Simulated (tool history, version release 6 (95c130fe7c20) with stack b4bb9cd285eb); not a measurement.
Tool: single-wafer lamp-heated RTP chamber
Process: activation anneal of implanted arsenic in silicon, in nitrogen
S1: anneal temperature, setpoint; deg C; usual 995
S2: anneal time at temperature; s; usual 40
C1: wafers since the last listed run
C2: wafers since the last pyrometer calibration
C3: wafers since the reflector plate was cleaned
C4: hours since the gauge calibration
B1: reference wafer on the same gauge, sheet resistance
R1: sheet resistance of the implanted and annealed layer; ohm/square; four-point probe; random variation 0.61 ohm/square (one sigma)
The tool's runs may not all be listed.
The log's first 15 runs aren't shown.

run,hour,S1,S2,C1,C2,C3,C4,B1,R1
16,976,995,28,350,4293,8424,1891.9,366.93,408.15
17,1021.5,995,40,501,4795,8926,1937.4,366.95,407.14
# hour 1023.9: gauge calibrated
18,1075.6,995,40,596,5391,9522,51.7,366.85,406.24
19,1121.9,995,40,510,5902,10032,98,366.59,405.89
20,1183.7,995,40,681,6583,10714,159.8,366.84,405.81
# hour 1209.6: reflector plate cleaned
21,1240.1,1021,54,533,7116,335,216.2,366.97,392.24
# hour 1270.4: pyrometer window cleaned and pyrometer calibrated
22,1302.4,995,61,598,353,934,278.5,366.67,402.97
23,1350.5,1012,22,530,883,1464,326.6,366.89,409.01
24,1396.2,995,40,503,1387,1968,372.3,366.74,408.29
25,1420.6,995,31,268,1656,2237,396.7,367.11,409.63
26,1475,968,53,599,2255,2837,451.1,367,410.69
27,1509.3,1024,49,378,2633,3215,485.4,366.83,397.83
28,1554.2,979,59,494,3128,3710,530.3,367.15,407.6
29,1621.9,995,23,746,3875,4456,598,366.68,411.8
30,1690.8,995,40,759,4634,5216,666.9,367.11,406.61
31,1756.7,1006,40,726,5361,5942,732.8,366.84,403.64
32,1791.9,1012,32,388,5749,6330,768,366.96,403.96

Forecast each of these 4 alternatives for the next run:
A,1792.3,973,40,4,5753,6335,768.4,?,?
B,1792.3,966,61,4,5753,6335,768.4,?,?
C,1792.3,1011,55,4,5753,6335,768.4,?,?
D,1792.3,971,30,4,5753,6335,768.4,?,?

run,B1,R1
A,367.3,410.02
B,367.3,408.11
C,367.3,397.53
D,367.3,412.3
Without the tool's hidden state the same runs would have given:
run,R1
A,411.76
B,410.14
C,400.55
D,413.8
